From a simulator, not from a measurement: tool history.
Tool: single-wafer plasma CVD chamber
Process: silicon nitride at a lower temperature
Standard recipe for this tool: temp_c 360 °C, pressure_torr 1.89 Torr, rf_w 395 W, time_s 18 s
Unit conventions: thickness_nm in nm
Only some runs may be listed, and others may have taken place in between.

run   hour  temp_c  pressure_torr  rf_w  time_s  read-back reference wafer on the same gauge, thickness_nm  thickness_nm
  1      0     360           1.89   395    20.4                                                     25.294        31.566
  2   24.9     360           1.89   395    20.4                                                      25.29         31.52
  3   40.4     360           1.89   395    20.4                                                     25.276         31.33
  4   68.4     360           1.65   395    15.3                                                     25.266        22.709
  5   86.9     360           1.89   395      18                                                     25.252        27.747
  6  103.8     360           1.89   395      18                                                     25.242        27.795
  7  129.7     360           1.89   395    19.9                                                      25.22        30.503
  8  144.1     360           1.89   395    19.6                                                     25.208        30.063
     154.4  -- thermocouple changed; heater temperature recalibrated
  9  163.4     360           2.16   340      18                                                     25.186        26.947

The next listed run, before its measurement:
     174.3  -- RF generator calibrated
 10  192.9     360           1.89   395    19.7                                                          ?             ?

{"run 10": {"read-back reference wafer on the same gauge, thickness_nm": 25.153, "thickness_nm": 30.218}}
Had the tool carried no hidden state, the very same run would have given thickness_nm 30.756 nm.

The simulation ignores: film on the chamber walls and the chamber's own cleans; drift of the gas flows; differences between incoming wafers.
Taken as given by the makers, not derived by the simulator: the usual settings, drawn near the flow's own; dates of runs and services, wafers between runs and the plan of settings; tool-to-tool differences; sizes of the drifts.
